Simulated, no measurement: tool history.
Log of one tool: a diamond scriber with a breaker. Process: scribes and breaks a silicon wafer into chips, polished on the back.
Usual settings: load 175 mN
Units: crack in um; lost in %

| run | hour | load | wafers since the last listed run | hours since the diamond tip was replaced | hours since the load on the tip was calibrated | incoming depth of the damage left on the back of the incoming wafer, um | crack | lost |
|---|---|---|---|---|---|---|---|---|
| 1 | 0 | 160 | 0 | 710 | 441 | 0.02 | 11.23 | 1.4 |
| 2 | 200.8 | 160 | 490 | 910.8 | 641.8 | 0.05 | 11.57 | 1.53 |
| 3 | 281.6 | 160 | 197 | 991.6 | 722.6 | 0.05 | 11.95 | 1.61 |
|  | 312.8 | diamond tip replaced by a new one |
| 4 | 326.2 | 192 | 104 | 13.4 | 767.2 | 0.05 | 12.68 | 3.22 |
| 5 | 424.4 | 192 | 239 | 111.6 | 865.4 | 0.02 | 12.95 | 3.43 |
| 6 | 509.9 | 210 | 208 | 197.1 | 950.9 | 0.03 | 13.64 | 4.74 |
|  | 519.7 | load on the tip recalibrated |
| 7 | 612.4 | 140 | 245 | 299.6 | 92.7 | 0.05 | 10.53 | 2.71 |
| 8 | 696.9 | 145 | 206 | 384.1 | 177.2 | 0.03 | 10.71 | 2.25 |
| 9 | 933.3 | 145 | 577 | 620.5 | 413.6 | 0.02 | 10.9 | 2.28 |
| 10 | 984.1 | 145 | 124 | 671.3 | 464.4 | 0.04 | 10.8 | 2.13 |
| 11 | 1080.8 | 175 | 236 | 768 | 561.1 | 0.02 | 11.85 | 1.53 |
| 12 | 1174.6 | 175 | 229 | 861.8 | 654.9 | 0.04 | 11.6 | 1.85 |
| 13 | 1263.4 | 175 | 216 | 950.6 | 743.7 | 0.05 | 11.9 | 1.75 |
|  | 1290.5 | diamond tip replaced by a new one |
| 14 | 1370.8 | 175 | 257 | 80.3 | 851.1 | 0.03 | 12.07 | 1.99 |
|  | 1374.7 | load on the tip recalibrated |
| 15 | 1410.9 | 195 | 93 | 120.4 | 36.2 | 0.01 | 12.23 | 2.03 |
| 16 | 1511.9 | 195 | 246 | 221.4 | 137.2 | 0.03 | 12.21 | 2.05 |
| 17 | 1576.1 | 197 | 156 | 285.6 | 201.4 | 0.05 | 12.3 | 2.31 |
| 18 | 1625.5 | 197 | 120 | 335 | 250.8 | 0.02 | 12.3 | 1.84 |
| 19 | 1673.6 | 197 | 117 | 383.1 | 298.9 | 0.03 | 12.26 | 2.21 |
| 20 | 1738.2 | 203 | 157 | 447.7 | 363.5 | 0.03 | 12.64 | 2.48 |
| 21 | 1846.7 | 135 | 264 | 556.2 | 472 | 0.01 | 10.51 | 2.44 |
| 22 | 1887.4 | 212 | 99 | 596.9 | 512.7 | 0.04 | 12.65 | 2.96 |
| 23 | 1957.2 | 162 | 170 | 666.7 | 582.5 | 0.05 | 11.6 | 1.65 |
| 24 | 2015.8 | 175 | 143 | 725.3 | 641.1 | 0.04 | 11.9 | 1.82 |
| 25 | 2114.5 | 196 | 241 | 824 | 739.8 | 0.01 | 12.81 | 2.84 |
|  | 2133.6 | diamond tip replaced by a new one |
| 26 | 2162.7 | 143 | 112 | 29.1 | 788 | 0.03 | 11.1 | 1.97 |
| 27 | 2199.9 | 159 | 90 | 66.3 | 825.2 | 0.02 | 11.7 | 1.42 |
|  | 2220.3 | load on the tip recalibrated |
| 28 | 2258 | 221 | 137 | 124.4 | 37.7 | 0.02 | 12.94 | 3.58 |
| 29 | 2330.9 | 175 | 178 | 197.3 | 110.6 | 0.05 | 11.54 | 1.49 |
| 30 | 2448.2 | 175 | 286 | 314.6 | 227.9 | 0.03 | 11.69 | 1.53 |
| 31 | 2515 | 195 | 163 | 381.4 | 294.7 | 0.02 | 12.25 | 1.81 |
| 32 | 2569.6 | 150 | 133 | 436 | 349.3 | 0.02 | 11.15 | 2.05 |
| 33 | 2669.4 | 175 | 243 | 535.8 | 449.1 | 0.05 | 11.81 | 1.63 |
| 34 | 2709.8 | 215 | 98 | 576.2 | 489.5 | 0.04 | 12.87 | 2.81 |
| 35 | 2766.6 | 175 | 138 | 633 | 546.3 | 0.04 | 11.8 | 1.77 |
| 36 | 2853.4 | 175 | 211 | 719.8 | 633.1 | 0.02 | 11.8 | 1.76 |
| 37 | 2955.6 | 138 | 249 | 822 | 735.3 | 0.01 | 10.84 | 1.88 |
| 38 | 3000.5 | 205 | 109 | 866.9 | 780.2 | 0.05 | 12.82 | 3.33 |
|  | 3027.3 | load on the tip recalibrated |
|  | 3039 | diamond tip replaced by a new one |
| 39 | 3048.9 | 137 | 108 | 9.9 | 21.6 | 0.03 | 10.35 | 3.26 |
| 40 | 3152.1 | 204 | 252 | 113.1 | 124.8 | 0.03 | 12.13 | 2.37 |
| 41 | 3197.5 | 188 | 110 | 158.5 | 170.2 | 0.04 | 11.83 | 1.79 |

How the hidden state differs across the entries between the runs, from the last listed run before each to the first after it:
Between runs 3 and 4: diamond tip replaced by a new one (hour 312.8)
  deviation of the load on the tip from its setpoint, %: 13.7 -> 14.8
  measured less the result without the state, crack: +0.66 -> +0.75 um; lost: -0.13 -> +1.2 %
Between runs 6 and 7: load on the tip recalibrated (hour 519.7)
  deviation of the load on the tip from its setpoint, %: 20.4 -> -0.53
  measured less the result without the state, crack: +1.08 -> -0.03 um; lost: +2.38 -> +0.06 %
Between runs 13 and 14: diamond tip replaced by a new one (hour 1290.5)
  deviation of the load on the tip from its setpoint, %: 8.99 -> 12
  measured less the result without the state, crack: +0.44 -> +0.59 um; lost: +0.17 -> +0.32 %
Between runs 14 and 15: load on the tip recalibrated (hour 1374.7)
  deviation of the load on the tip from its setpoint, %: 12 -> 0.799
  measured less the result without the state, crack: +0.59 -> +0.04 um; lost: +0.32 -> +0.04 %
Between runs 25 and 26: diamond tip replaced by a new one (hour 2133.6)
  deviation of the load on the tip from its setpoint, %: 10.3 -> 11.6
  measured less the result without the state, crack: +0.54 -> +0.52 um; lost: +0.81 -> -0.79 %
Between runs 27 and 28: load on the tip recalibrated (hour 2220.3)
  deviation of the load on the tip from its setpoint, %: 12.7 -> 1.14
  measured less the result without the state, crack: +0.6 -> +0.07 um; lost: -0.16 -> +0.15 %
Between runs 38 and 39: load on the tip recalibrated (hour 3027.3); diamond tip replaced by a new one (hour 3039)
  deviation of the load on the tip from its setpoint, %: 11.8 -> -0.28
  measured less the result without the state, crack: +0.61 -> -0.02 um; lost: +1.13 -> +0.03 %

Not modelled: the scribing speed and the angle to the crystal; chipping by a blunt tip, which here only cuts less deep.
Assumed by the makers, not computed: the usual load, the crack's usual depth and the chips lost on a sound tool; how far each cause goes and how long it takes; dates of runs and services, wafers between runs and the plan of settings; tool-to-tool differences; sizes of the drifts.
